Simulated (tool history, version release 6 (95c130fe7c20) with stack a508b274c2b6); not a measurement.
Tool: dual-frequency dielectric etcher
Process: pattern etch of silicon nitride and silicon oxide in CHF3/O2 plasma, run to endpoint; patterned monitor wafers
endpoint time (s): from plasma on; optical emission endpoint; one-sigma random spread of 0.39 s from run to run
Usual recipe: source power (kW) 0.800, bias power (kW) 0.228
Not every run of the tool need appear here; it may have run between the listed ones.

| run | hour | source power (kW) | bias power (kW) | wafers since the last listed run | hours since the last wet clean | hours since the last source power generator calibration | hours since the last bias power generator calibration | hours since the last upper electrode change | incoming incoming film thickness, nm | endpoint time (s) |
|---|---|---|---|---|---|---|---|---|---|---|
| 1 | 0.0 | 0.800 | 0.228 | 0 | 710.6 | 1040.8 | 1565.8 | 4739.8 | 193.2 | 107.6 |
|  | 49.4 | wet clean of the chamber |
| 2 | 76.5 | 0.800 | 0.228 | 497 | 27.1 | 1117.3 | 1642.3 | 4816.3 | 194.8 | 109.2 |
| 3 | 147.8 | 0.800 | 0.228 | 675 | 98.4 | 1188.6 | 1713.6 | 4887.6 | 193.3 | 108.9 |
| 4 | 209.5 | 0.720 | 0.228 | 584 | 160.1 | 1250.3 | 1775.3 | 4949.3 | 195.8 | 113.4 |
| 5 | 304.5 | 0.720 | 0.228 | 899 | 255.1 | 1345.3 | 1870.3 | 5044.3 | 192.7 | 112.7 |
| 6 | 410.8 | 0.800 | 0.200 | 1006 | 361.4 | 1451.6 | 1976.6 | 5150.6 | 192.8 | 114.4 |
| 7 | 468.9 | 0.800 | 0.200 | 550 | 419.5 | 1509.7 | 2034.7 | 5208.7 | 193.6 | 115.5 |
|  | 476.2 | source power generator calibrated |
|  | 530.0 | upper electrode replaced |
| 8 | 549.6 | 0.800 | 0.228 | 499 | 500.2 | 73.4 | 2115.4 | 19.6 | 194.4 | 108.0 |
| 9 | 597.2 | 0.800 | 0.228 | 450 | 547.8 | 121.0 | 2163.0 | 67.2 | 193.0 | 107.5 |
| 10 | 704.7 | 0.930 | 0.228 | 1018 | 655.3 | 228.5 | 2270.5 | 174.7 | 195.5 | 103.3 |
|  | 750.5 | wet clean of the chamber |
| 11 | 804.8 | 0.930 | 0.228 | 720 | 54.3 | 328.6 | 2370.6 | 274.8 | 194.8 | 104.7 |
| 12 | 901.5 | 0.930 | 0.228 | 915 | 151.0 | 425.3 | 2467.3 | 371.5 | 193.7 | 103.5 |
| 13 | 957.9 | 0.960 | 0.247 | 534 | 207.4 | 481.7 | 2523.7 | 427.9 | 192.9 | 98.5 |
| 14 | 1035.1 | 0.800 | 0.228 | 731 | 284.6 | 558.9 | 2600.9 | 505.1 | 195.1 | 110.1 |
| 15 | 1100.8 | 0.800 | 0.228 | 622 | 350.3 | 624.6 | 2666.6 | 570.8 | 193.8 | 109.0 |
| 16 | 1193.2 | 0.690 | 0.189 | 875 | 442.7 | 717.0 | 2759.0 | 663.2 | 193.9 | 125.3 |
| 17 | 1261.2 | 0.950 | 0.202 | 643 | 510.7 | 785.0 | 2827.0 | 731.2 | 195.8 | 109.5 |
|  | 1397.9 | wet clean of the chamber |
| 18 | 1475.9 | 0.800 | 0.228 | 1805 | 78.0 | 999.7 | 3041.7 | 945.9 | 193.8 | 110.9 |
| 19 | 1527.9 | 0.910 | 0.284 | 492 | 130.0 | 1051.7 | 3093.7 | 997.9 | 193.9 | 96.1 |
| 20 | 1566.6 | 0.890 | 0.205 | 366 | 168.7 | 1090.4 | 3132.4 | 1036.6 | 192.6 | 111.2 |
| 21 | 1635.3 | 0.620 | 0.197 | 650 | 237.4 | 1159.1 | 3201.1 | 1105.3 | 193.2 | 127.8 |
| 22 | 1678.3 | 0.930 | 0.198 | 407 | 280.4 | 1202.1 | 3244.1 | 1148.3 | 193.9 | 111.9 |
|  | 1687.0 | bias power generator calibrated |
| 23 | 1759.8 | 0.620 | 0.228 | 733 | 361.9 | 1283.6 | 72.8 | 1229.8 | 194.6 | 118.8 |
| 24 | 1805.7 | 0.680 | 0.177 | 434 | 407.8 | 1329.5 | 118.7 | 1275.7 | 192.8 | 128.6 |
| 25 | 1893.6 | 0.800 | 0.228 | 832 | 495.7 | 1417.4 | 206.6 | 1363.6 | 191.4 | 106.3 |
| 26 | 1997.0 | 0.920 | 0.182 | 979 | 599.1 | 1520.8 | 310.0 | 1467.0 | 193.1 | 114.1 |
|  | 2062.8 | source power generator calibrated |
| 27 | 2084.0 | 0.630 | 0.256 | 786 | 686.1 | 21.2 | 397.0 | 1554.0 | 195.2 | 110.7 |
|  | 2124.1 | wet clean of the chamber |
| 28 | 2162.5 | 0.930 | 0.258 | 516 | 38.4 | 99.7 | 475.5 | 1632.5 | 195.4 | 98.7 |
| 29 | 2229.5 | 0.690 | 0.228 | 634 | 105.4 | 166.7 | 542.5 | 1699.5 | 194.2 | 114.0 |
| 30 | 2329.6 | 0.800 | 0.258 | 947 | 205.5 | 266.8 | 642.6 | 1799.6 | 193.5 | 103.1 |
| 31 | 2365.9 | 0.800 | 0.228 | 343 | 241.8 | 303.1 | 678.9 | 1835.9 | 195.6 | 110.1 |
| 32 | 2424.9 | 0.720 | 0.184 | 558 | 300.8 | 362.1 | 737.9 | 1894.9 | 194.9 | 125.9 |
| 33 | 2501.4 | 0.800 | 0.181 | 724 | 377.3 | 438.6 | 814.4 | 1971.4 | 194.2 | 121.2 |
| 34 | 2562.8 | 0.950 | 0.255 | 581 | 438.7 | 500.0 | 875.8 | 2032.8 | 194.7 | 97.7 |
| 35 | 2646.9 | 0.860 | 0.191 | 796 | 522.8 | 584.1 | 959.9 | 2116.9 | 194.6 | 115.2 |

Forecast each of these 4 alternatives for the next run:
| A | 2647.4 | 0.800 | 0.228 | 4 | 523.3 | 584.6 | 960.4 | 2117.4 | 192.7 | ? |
| B | 2647.4 | 1.000 | 0.272 | 4 | 523.3 | 584.6 | 960.4 | 2117.4 | 192.7 | ? |
| C | 2647.4 | 0.890 | 0.228 | 4 | 523.3 | 584.6 | 960.4 | 2117.4 | 192.7 | ? |
| D | 2647.4 | 0.630 | 0.264 | 4 | 523.3 | 584.6 | 960.4 | 2117.4 | 192.7 | ? |

| run | endpoint time (s) |
|---|---|
| A | 107.1 |
| B | 91.5 |
| C | 103.3 |
| D | 108.0 |
Take away the tool's hidden state, keep each run's random variation, and the runs would have read:
| run | endpoint time (s) |
|---|---|
| A | 108.0 |
| B | 92.2 |
| C | 104.2 |
| D | 108.9 |
